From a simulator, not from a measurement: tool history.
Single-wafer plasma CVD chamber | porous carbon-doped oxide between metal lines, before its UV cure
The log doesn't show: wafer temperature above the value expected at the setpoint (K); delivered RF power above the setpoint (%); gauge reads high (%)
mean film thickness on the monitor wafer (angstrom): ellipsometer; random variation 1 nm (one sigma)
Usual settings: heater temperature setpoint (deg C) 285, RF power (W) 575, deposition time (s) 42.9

run	hour	heater temperature setpoint (deg C)	RF power (W)	deposition time (s)	wafers since the last listed run	hours since the last thermocouple change	hours since the last RF generator calibration	hours since the showerhead was replaced	hours since the gauge calibration	read-back reference wafer on the same gauge, thickness_nm	mean film thickness on the monitor wafer (angstrom)
1	0	285	575	42.9	0	304.4	673.7	2308.1	410.1	285.015	2871.67
2	69.2	285	575	42.9	1400	373.6	742.9	2377.3	479.3	285.237	2904.84
3	116.3	285	525	42.9	953	420.7	790	2424.4	526.4	285.12	2753.31
4	169.8	285	575	42.9	1082	474.2	843.5	2477.9	579.9	284.862	2896.11
5	200.3	285	575	42.9	617	504.7	874	2508.4	610.4	285.037	2897.93
6	237.4	285	575	42.9	750	541.8	911.1	2545.5	647.5	284.943	2880.01
7	297.6	280	575	42.9	1218	602	971.3	2605.7	707.7	285.031	2979.71
8	336.6	280	575	42.9	789	641	1010.3	2644.7	746.7	284.752	3007.09
9	390.8	281	575	47.3	1097	695.2	1064.5	2698.9	800.9	284.808	3256.37
10	430.5	281	575	47.3	803	734.9	1104.2	2738.6	840.6	285.15	3263.24
11	480.5	285	575	42.9	1012	784.9	1154.2	2788.6	890.6	284.827	2890.34
12	518	291	575	42.9	759	822.4	1191.7	2826.1	928.1	285.054	2765.57
# hour 562.6: gauge calibrated
13	569.4	291	575	42.9	1040	873.8	1243.1	2877.5	6.8	285.146	2761.18
# hour 632.3: RF generator calibrated
14	638.9	291	575	42.9	1244	943.3	6.6	2947	76.3	285.089	2778.02
15	695	285	575	42.9	1135	999.4	62.7	3003.1	132.4	285.23	2876.96
16	740.1	285	615	42.9	912	1044.5	107.8	3048.2	177.5	284.657	2988.72
17	797.7	285	575	37.1	1165	1102.1	165.4	3105.8	235.1	285.06	2515.68
# hour 810.5: showerhead replaced
18	838	285	575	42.9	653	1142.4	205.7	27.5	275.4	285.102	2883.68
19	897.3	274	530	47.4	1200	1201.7	265	86.8	334.7	284.31	3291.75
20	925.9	285	575	42.9	578	1230.3	293.6	115.4	363.3	285.141	2883.98
21	981.1	297	650	39	1117	1285.5	348.8	170.6	418.5	285.082	2579.38
# hour 1044.8: thermocouple changed; heater temperature recalibrated
22	1053	271	490	34.8	1293	8.2	420.7	242.5	490.4	284.926	2376.79
23	1086.4	299	650	45.1	676	41.6	454.1	275.9	523.8	285.158	2956.52
24	1155.8	296	575	42.9	1404	111	523.5	345.3	593.2	284.877	2693.01
25	1223.8	285	575	47.6	1376	179	591.5	413.3	661.2	284.919	3191.63
26	1291.2	285	575	42.9	1364	246.4	658.9	480.7	728.6	285.123	2873.63
27	1331.4	285	575	42.9	813	286.6	699.1	520.9	768.8	285.077	2894.92
28	1373.3	293	535	50.8	848	328.5	741	562.8	810.7	284.873	3111.3
29	1421.8	296	575	42.9	981	377	789.5	611.3	859.2	285.24	2693.01
30	1459.9	289	575	35	771	415.1	827.6	649.4	897.3	285.296	2297.87

3 ways to go on from here, each from the tool as it stands after run 30. What would each give?
A	1460.3	285	575	38.8	8	415.5	828	649.8	897.7	?	?
B	1460.3	285	465	48	8	415.5	828	649.8	897.7	?	?
C	1460.3	277	470	39.6	8	415.5	828	649.8	897.7	?	?

run	read-back reference wafer on the same gauge, thickness_nm	mean film thickness on the monitor wafer (angstrom)
A	285.148	2609.78
B	285.148	2862.73
C	285.148	2528.04
Without the tool's hidden state the same runs would have given:
run	mean film thickness on the monitor wafer (angstrom)
A	2609.78
B	2862.73
C	2528.04
